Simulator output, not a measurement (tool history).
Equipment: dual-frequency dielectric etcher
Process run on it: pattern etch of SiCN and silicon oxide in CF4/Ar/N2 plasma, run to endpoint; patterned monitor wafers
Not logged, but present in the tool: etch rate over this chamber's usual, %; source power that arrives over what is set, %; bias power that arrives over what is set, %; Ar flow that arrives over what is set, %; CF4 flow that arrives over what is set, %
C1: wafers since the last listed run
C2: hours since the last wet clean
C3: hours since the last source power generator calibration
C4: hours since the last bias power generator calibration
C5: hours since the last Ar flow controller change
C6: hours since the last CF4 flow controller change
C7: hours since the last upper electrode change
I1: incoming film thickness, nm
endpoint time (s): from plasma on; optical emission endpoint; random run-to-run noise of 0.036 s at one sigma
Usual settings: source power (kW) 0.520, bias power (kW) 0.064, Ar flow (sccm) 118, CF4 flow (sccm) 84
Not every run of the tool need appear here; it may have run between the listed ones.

run 1 day=0.000 | source_power_(kW)=0.520 bias_power_(kW)=0.064 Ar_flow_(sccm)=118 CF4_flow_(sccm)=84 | C1=0 C2=213.3 C3=1681.2 C4=1958.8 C5=1784.2 C6=4399.6 C7=2852.8 | I1=10.58 | endpoint_time_(s)=10.2
run 2 day=4.125 | source_power_(kW)=0.520 bias_power_(kW)=0.064 Ar_flow_(sccm)=118 CF4_flow_(sccm)=84 | C1=1035 C2=312.3 C3=1780.2 C4=2057.8 C5=1883.2 C6=4498.6 C7=2951.8 | I1=10.48 | endpoint_time_(s)=10.2
run 3 day=7.588 | source_power_(kW)=0.430 bias_power_(kW)=0.064 Ar_flow_(sccm)=118 CF4_flow_(sccm)=84 | C1=868 C2=395.4 C3=1863.3 C4=2140.9 C5=1966.3 C6=4581.7 C7=3034.9 | I1=10.59 | endpoint_time_(s)=11.8
run 4 day=10.496 | source_power_(kW)=0.430 bias_power_(kW)=0.064 Ar_flow_(sccm)=118 CF4_flow_(sccm)=84 | C1=729 C2=465.2 C3=1933.1 C4=2210.7 C5=2036.1 C6=4651.5 C7=3104.7 | I1=10.44 | endpoint_time_(s)=11.7
run 5 day=12.196 | source_power_(kW)=0.620 bias_power_(kW)=0.064 Ar_flow_(sccm)=118 CF4_flow_(sccm)=84 | C1=426 C2=506.0 C3=1973.9 C4=2251.5 C5=2076.9 C6=4692.3 C7=3145.5 | I1=10.48 | endpoint_time_(s)=8.9
-- day=13.912 upper electrode replaced
run 6 day=13.933 | source_power_(kW)=0.520 bias_power_(kW)=0.064 Ar_flow_(sccm)=118 CF4_flow_(sccm)=84 | C1=185 C2=547.7 C3=2015.6 C4=2293.2 C5=2118.6 C6=4734.0 C7=0.5 | I1=10.38 | endpoint_time_(s)=10.1
-- day=14.262 CF4 flow controller replaced
-- day=15.462 wet clean of the chamber
run 7 day=15.871 | source_power_(kW)=0.520 bias_power_(kW)=0.064 Ar_flow_(sccm)=118 CF4_flow_(sccm)=84 | C1=172 C2=9.8 C3=2062.1 C4=2339.7 C5=2165.1 C6=38.6 C7=47.0 | I1=10.53 | endpoint_time_(s)=10.3
run 8 day=18.942 | source_power_(kW)=0.520 bias_power_(kW)=0.064 Ar_flow_(sccm)=99 CF4_flow_(sccm)=63 | C1=770 C2=83.5 C3=2135.8 C4=2413.4 C5=2238.8 C6=112.3 C7=120.7 | I1=10.49 | endpoint_time_(s)=10.7
run 9 day=23.046 | source_power_(kW)=0.520 bias_power_(kW)=0.064 Ar_flow_(sccm)=90 CF4_flow_(sccm)=94 | C1=1029 C2=182.0 C3=2234.3 C4=2511.9 C5=2337.3 C6=210.8 C7=219.2 | I1=10.47 | endpoint_time_(s)=9.4
run 10 day=25.904 | source_power_(kW)=0.520 bias_power_(kW)=0.064 Ar_flow_(sccm)=118 CF4_flow_(sccm)=84 | C1=717 C2=250.6 C3=2302.9 C4=2580.5 C5=2405.9 C6=279.4 C7=287.8 | I1=10.54 | endpoint_time_(s)=10.3
run 11 day=29.796 | source_power_(kW)=0.520 bias_power_(kW)=0.071 Ar_flow_(sccm)=118 CF4_flow_(sccm)=105 | C1=976 C2=344.0 C3=2396.3 C4=2673.9 C5=2499.3 C6=372.8 C7=381.2 | I1=10.53 | endpoint_time_(s)=9.3
-- day=31.308 bias power generator calibrated
-- day=33.658 Ar flow controller replaced
run 12 day=33.683 | source_power_(kW)=0.640 bias_power_(kW)=0.064 Ar_flow_(sccm)=97 CF4_flow_(sccm)=84 | C1=870 C2=437.3 C3=2489.6 C4=57.0 C5=0.6 C6=466.1 C7=474.5 | I1=10.55 | endpoint_time_(s)=8.4
-- day=38.542 wet clean of the chamber
run 13 day=38.562 | source_power_(kW)=0.520 bias_power_(kW)=0.064 Ar_flow_(sccm)=118 CF4_flow_(sccm)=84 | C1=973 C2=0.5 C3=2606.7 C4=174.1 C5=117.7 C6=583.2 C7=591.6 | I1=10.50 | endpoint_time_(s)=10.1
-- day=40.271 source power generator calibrated
run 14 day=42.192 | source_power_(kW)=0.460 bias_power_(kW)=0.053 Ar_flow_(sccm)=108 CF4_flow_(sccm)=103 | C1=868 C2=87.6 C3=46.1 C4=261.2 C5=204.8 C6=670.3 C7=678.7 | I1=10.45 | endpoint_time_(s)=11.4
run 15 day=46.542 | source_power_(kW)=0.590 bias_power_(kW)=0.064 Ar_flow_(sccm)=118 CF4_flow_(sccm)=84 | C1=1091 C2=192.0 C3=150.5 C4=365.6 C5=309.2 C6=774.7 C7=783.1 | I1=10.49 | endpoint_time_(s)=9.3
run 16 day=48.958 | source_power_(kW)=0.520 bias_power_(kW)=0.079 Ar_flow_(sccm)=118 CF4_flow_(sccm)=97 | C1=606 C2=250.0 C3=208.5 C4=423.6 C5=367.2 C6=832.7 C7=841.1 | I1=10.52 | endpoint_time_(s)=8.9
run 17 day=52.533 | source_power_(kW)=0.520 bias_power_(kW)=0.064 Ar_flow_(sccm)=129 CF4_flow_(sccm)=105 | C1=897 C2=335.8 C3=294.3 C4=509.4 C5=453.0 C6=918.5 C7=926.9 | I1=10.43 | endpoint_time_(s)=9.7
run 18 day=56.358 | source_power_(kW)=0.520 bias_power_(kW)=0.064 Ar_flow_(sccm)=118 CF4_flow_(sccm)=84 | C1=959 C2=427.6 C3=386.1 C4=601.2 C5=544.8 C6=1010.3 C7=1018.7 | I1=10.43 | endpoint_time_(s)=10.0
run 19 day=58.729 | source_power_(kW)=0.410 bias_power_(kW)=0.051 Ar_flow_(sccm)=145 CF4_flow_(sccm)=84 | C1=594 C2=484.5 C3=443.0 C4=658.1 C5=601.7 C6=1067.2 C7=1075.6 | I1=10.48 | endpoint_time_(s)=14.2
run 20 day=60.817 | source_power_(kW)=0.640 bias_power_(kW)=0.064 Ar_flow_(sccm)=108 CF4_flow_(sccm)=84 | C1=523 C2=534.6 C3=493.1 C4=708.2 C5=651.8 C6=1117.3 C7=1125.7 | I1=10.50 | endpoint_time_(s)=8.5
run 21 day=62.538 | source_power_(kW)=0.640 bias_power_(kW)=0.064 Ar_flow_(sccm)=142 CF4_flow_(sccm)=84 | C1=431 C2=575.9 C3=534.4 C4=749.5 C5=693.1 C6=1158.6 C7=1167.0 | I1=10.56 | endpoint_time_(s)=9.1
run 22 day=64.104 | source_power_(kW)=0.520 bias_power_(kW)=0.068 Ar_flow_(sccm)=137 CF4_flow_(sccm)=72 | C1=393 C2=613.5 C3=572.0 C4=787.1 C5=730.7 C6=1196.2 C7=1204.6 | I1=10.52 | endpoint_time_(s)=10.5
-- day=66.217 wet clean of the chamber
run 23 day=66.238 | source_power_(kW)=0.520 bias_power_(kW)=0.064 Ar_flow_(sccm)=130 CF4_flow_(sccm)=96 | C1=284 C2=0.5 C3=623.2 C4=838.3 C5=781.9 C6=1247.4 C7=1255.8 | I1=10.54 | endpoint_time_(s)=10.1

Each row is a separate what-if for the run after 23, all from the same tool condition, not one after another. Results?
run A day=66.254 | source_power_(kW)=0.520 bias_power_(kW)=0.064 Ar_flow_(sccm)=118 CF4_flow_(sccm)=84 | C1=4 C2=0.9 C3=623.6 C4=838.7 C5=782.3 C6=1247.8 C7=1256.2 | I1=10.50 | endpoint_time_(s)=?
run B day=66.254 | source_power_(kW)=0.430 bias_power_(kW)=0.070 Ar_flow_(sccm)=99 CF4_flow_(sccm)=68 | C1=4 C2=0.9 C3=623.6 C4=838.7 C5=782.3 C6=1247.8 C7=1256.2 | I1=10.50 | endpoint_time_(s)=?
run C day=66.254 | source_power_(kW)=0.430 bias_power_(kW)=0.075 Ar_flow_(sccm)=118 CF4_flow_(sccm)=95 | C1=4 C2=0.9 C3=623.6 C4=838.7 C5=782.3 C6=1247.8 C7=1256.2 | I1=10.50 | endpoint_time_(s)=?
run D day=66.254 | source_power_(kW)=0.520 bias_power_(kW)=0.064 Ar_flow_(sccm)=97 CF4_flow_(sccm)=84 | C1=4 C2=0.9 C3=623.6 C4=838.7 C5=782.3 C6=1247.8 C7=1256.2 | I1=10.50 | endpoint_time_(s)=?
run E day=66.254 | source_power_(kW)=0.520 bias_power_(kW)=0.064 Ar_flow_(sccm)=118 CF4_flow_(sccm)=66 | C1=4 C2=0.9 C3=623.6 C4=838.7 C5=782.3 C6=1247.8 C7=1256.2 | I1=10.50 | endpoint_time_(s)=?

run=A endpoint_time_(s)=10.1
run=B endpoint_time_(s)=11.3
run=C endpoint_time_(s)=10.4
run=D endpoint_time_(s)=9.7
run=E endpoint_time_(s)=10.9
With no hidden state in the tool, these same runs would have given:
run=A endpoint_time_(s)=10.1
run=B endpoint_time_(s)=11.2
run=C endpoint_time_(s)=10.4
run=D endpoint_time_(s)=9.7
run=E endpoint_time_(s)=10.8

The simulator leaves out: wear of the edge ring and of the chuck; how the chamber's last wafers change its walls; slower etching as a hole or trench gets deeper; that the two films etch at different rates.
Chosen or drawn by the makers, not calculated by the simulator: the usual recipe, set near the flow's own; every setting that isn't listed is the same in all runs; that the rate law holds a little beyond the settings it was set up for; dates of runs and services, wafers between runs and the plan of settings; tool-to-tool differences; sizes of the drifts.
